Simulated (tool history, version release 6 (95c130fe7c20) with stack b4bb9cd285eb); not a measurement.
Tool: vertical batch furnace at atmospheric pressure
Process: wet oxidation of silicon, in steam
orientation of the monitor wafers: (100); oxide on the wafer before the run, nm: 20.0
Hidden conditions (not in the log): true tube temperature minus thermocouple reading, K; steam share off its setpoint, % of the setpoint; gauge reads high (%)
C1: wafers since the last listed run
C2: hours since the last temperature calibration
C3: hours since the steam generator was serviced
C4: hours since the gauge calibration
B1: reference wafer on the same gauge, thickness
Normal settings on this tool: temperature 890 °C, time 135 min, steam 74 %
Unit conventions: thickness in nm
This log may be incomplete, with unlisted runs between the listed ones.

{"run": 1, "hour": 0.0, "temperature": 890, "time": 135, "steam": 74, "C1": 0, "C2": 2418.2, "C3": 2326.9, "C4": 1888.4, "B1": 261.86, "thickness": 260.83}
{"run": 2, "hour": 68.8, "temperature": 890, "time": 135, "steam": 77, "C1": 464, "C2": 2487, "C3": 2395.7, "C4": 1957.2, "B1": 261.92, "thickness": 268.26}
{"run": 3, "hour": 114.5, "temperature": 890, "time": 135, "steam": 77, "C1": 308, "C2": 2532.7, "C3": 2441.4, "C4": 2002.9, "B1": 261.79, "thickness": 270.03}
{"run": 4, "hour": 168.7, "temperature": 890, "time": 135, "steam": 79, "C1": 365, "C2": 2586.9, "C3": 2495.6, "C4": 2057.1, "B1": 261.8, "thickness": 274.42}
{"run": 5, "hour": 214.6, "temperature": 890, "time": 135, "steam": 79, "C1": 309, "C2": 2632.8, "C3": 2541.5, "C4": 2103, "B1": 262.34, "thickness": 275.86}
{"run": 6, "hour": 284.2, "temperature": 890, "time": 135, "steam": 79, "C1": 469, "C2": 2702.4, "C3": 2611.1, "C4": 2172.6, "B1": 262.12, "thickness": 273.85}
{"run": 7, "hour": 338.5, "temperature": 890, "time": 135, "steam": 74, "C1": 366, "C2": 2756.7, "C3": 2665.4, "C4": 2226.9, "B1": 262, "thickness": 261.05}
{"run": 8, "hour": 390.9, "temperature": 873, "time": 90, "steam": 74, "C1": 353, "C2": 2809.1, "C3": 2717.8, "C4": 2279.3, "B1": 262.07, "thickness": 150.23}
{"hour": 422.4, "done": "thermocouples replaced and temperature profile calibrated"}
{"run": 9, "hour": 454.8, "temperature": 873, "time": 90, "steam": 74, "C1": 269, "C2": 32.4, "C3": 2781.7, "C4": 2343.2, "B1": 262.15, "thickness": 150.4}
{"run": 10, "hour": 525.6, "temperature": 890, "time": 135, "steam": 74, "C1": 477, "C2": 103.2, "C3": 2852.5, "C4": 2414, "B1": 262.03, "thickness": 259.95}
{"run": 11, "hour": 676.2, "temperature": 890, "time": 135, "steam": 74, "C1": 1016, "C2": 253.8, "C3": 3003.1, "C4": 2564.6, "B1": 261.68, "thickness": 261.58}
{"run": 12, "hour": 740.0, "temperature": 890, "time": 135, "steam": 74, "C1": 430, "C2": 317.6, "C3": 3066.9, "C4": 2628.4, "B1": 262.33, "thickness": 260.84}
{"run": 13, "hour": 774.2, "temperature": 890, "time": 135, "steam": 74, "C1": 230, "C2": 351.8, "C3": 3101.1, "C4": 2662.6, "B1": 261.92, "thickness": 260.97}
{"hour": 816.9, "done": "gauge calibrated"}
{"run": 14, "hour": 829.7, "temperature": 890, "time": 135, "steam": 74, "C1": 374, "C2": 407.3, "C3": 3156.6, "C4": 12.8, "B1": 262.17, "thickness": 260.59}
{"hour": 873.2, "done": "steam generator serviced"}
{"run": 15, "hour": 873.7, "temperature": 912, "time": 135, "steam": 74, "C1": 134, "C2": 451.3, "C3": 0.5, "C4": 56.8, "B1": 262.35, "thickness": 335.4}
{"run": 16, "hour": 916.6, "temperature": 890, "time": 135, "steam": 74, "C1": 289, "C2": 494.2, "C3": 43.4, "C4": 99.7, "B1": 261.95, "thickness": 261.38}
{"run": 17, "hour": 961.9, "temperature": 875, "time": 135, "steam": 79, "C1": 305, "C2": 539.5, "C3": 88.7, "C4": 145, "B1": 261.92, "thickness": 226.4}
{"run": 18, "hour": 1020.0, "temperature": 878, "time": 135, "steam": 74, "C1": 392, "C2": 597.6, "C3": 146.8, "C4": 203.1, "B1": 262.16, "thickness": 222.46}
{"run": 19, "hour": 1051.8, "temperature": 890, "time": 135, "steam": 74, "C1": 214, "C2": 629.4, "C3": 178.6, "C4": 234.9, "B1": 262.24, "thickness": 260.66}
{"run": 20, "hour": 1118.9, "temperature": 877, "time": 75.5, "steam": 85, "C1": 452, "C2": 696.5, "C3": 245.7, "C4": 302, "B1": 262.2, "thickness": 153.28}
{"run": 21, "hour": 1165.0, "temperature": 890, "time": 93, "steam": 74, "C1": 311, "C2": 742.6, "C3": 291.8, "C4": 348.1, "B1": 262.35, "thickness": 193.5}
{"run": 22, "hour": 1223.5, "temperature": 869, "time": 107, "steam": 74, "C1": 394, "C2": 801.1, "C3": 350.3, "C4": 406.6, "B1": 262.21, "thickness": 163.24}
{"run": 23, "hour": 1260.3, "temperature": 880, "time": 100.5, "steam": 68, "C1": 248, "C2": 837.9, "C3": 387.1, "C4": 443.4, "B1": 262.25, "thickness": 168.76}
{"run": 24, "hour": 1303.6, "temperature": 875, "time": 109.5, "steam": 68, "C1": 292, "C2": 881.2, "C3": 430.4, "C4": 486.7, "B1": 261.74, "thickness": 168.34}
{"run": 25, "hour": 1352.6, "temperature": 873, "time": 90, "steam": 74, "C1": 330, "C2": 930.2, "C3": 479.4, "C4": 535.7, "B1": 262.14, "thickness": 150.39}
{"run": 26, "hour": 1530.1, "temperature": 890, "time": 135, "steam": 74, "C1": 1197, "C2": 1107.7, "C3": 656.9, "C4": 713.2, "B1": 261.67, "thickness": 260.24}
{"run": 27, "hour": 1582.3, "temperature": 890, "time": 178.5, "steam": 74, "C1": 352, "C2": 1159.9, "C3": 709.1, "C4": 765.4, "B1": 261.9, "thickness": 326.88}
{"run": 28, "hour": 1622.0, "temperature": 890, "time": 197, "steam": 74, "C1": 267, "C2": 1199.6, "C3": 748.8, "C4": 805.1, "B1": 262.31, "thickness": 352.04}
{"run": 29, "hour": 1678.5, "temperature": 913, "time": 76, "steam": 82, "C1": 381, "C2": 1256.1, "C3": 805.3, "C4": 861.6, "B1": 262.26, "thickness": 235.42}
{"run": 30, "hour": 1703.4, "temperature": 890, "time": 135, "steam": 74, "C1": 168, "C2": 1281, "C3": 830.2, "C4": 886.5, "B1": 262.23, "thickness": 260.42}
{"run": 31, "hour": 1763.8, "temperature": 871, "time": 191, "steam": 62, "C1": 407, "C2": 1341.4, "C3": 890.6, "C4": 946.9, "B1": 262.56, "thickness": 232.47}
{"run": 32, "hour": 1791.4, "temperature": 878, "time": 79.5, "steam": 70, "C1": 186, "C2": 1369, "C3": 918.2, "C4": 974.5, "B1": 262.36, "thickness": 138.92}
{"run": 33, "hour": 1961.5, "temperature": 900, "time": 179, "steam": 69, "C1": 1147, "C2": 1539.1, "C3": 1088.3, "C4": 1144.6, "B1": 261.87, "thickness": 348}
{"run": 34, "hour": 2015.8, "temperature": 890, "time": 157.5, "steam": 83, "C1": 366, "C2": 1593.4, "C3": 1142.6, "C4": 1198.9, "B1": 262.07, "thickness": 324.74}
{"run": 35, "hour": 2074.5, "temperature": 870, "time": 103.5, "steam": 85, "C1": 396, "C2": 1652.1, "C3": 1201.3, "C4": 1257.6, "B1": 261.64, "thickness": 181.2}
{"run": 36, "hour": 2126.3, "temperature": 867, "time": 75.5, "steam": 64, "C1": 349, "C2": 1703.9, "C3": 1253.1, "C4": 1309.4, "B1": 262.4, "thickness": 108.07}
{"run": 37, "hour": 2165.5, "temperature": 890, "time": 135, "steam": 74, "C1": 264, "C2": 1743.1, "C3": 1292.3, "C4": 1348.6, "B1": 261.69, "thickness": 259.96}
{"run": 38, "hour": 2224.0, "temperature": 912, "time": 135, "steam": 74, "C1": 394, "C2": 1801.6, "C3": 1350.8, "C4": 1407.1, "B1": 262.42, "thickness": 334.79}

For each entry between runs, how does the tool's hidden state at the last listed run before it compare with that at the first listed run after it?
After run 8, before run 9: thermocouples replaced and temperature profile calibrated (hour 422.4)
  the hidden state is the same at both runs
After run 13, before run 14: gauge calibrated (hour 816.9)
  the hidden state is the same at both runs
After run 14, before run 15: steam generator serviced (hour 873.2)
  the hidden state is the same at both runs
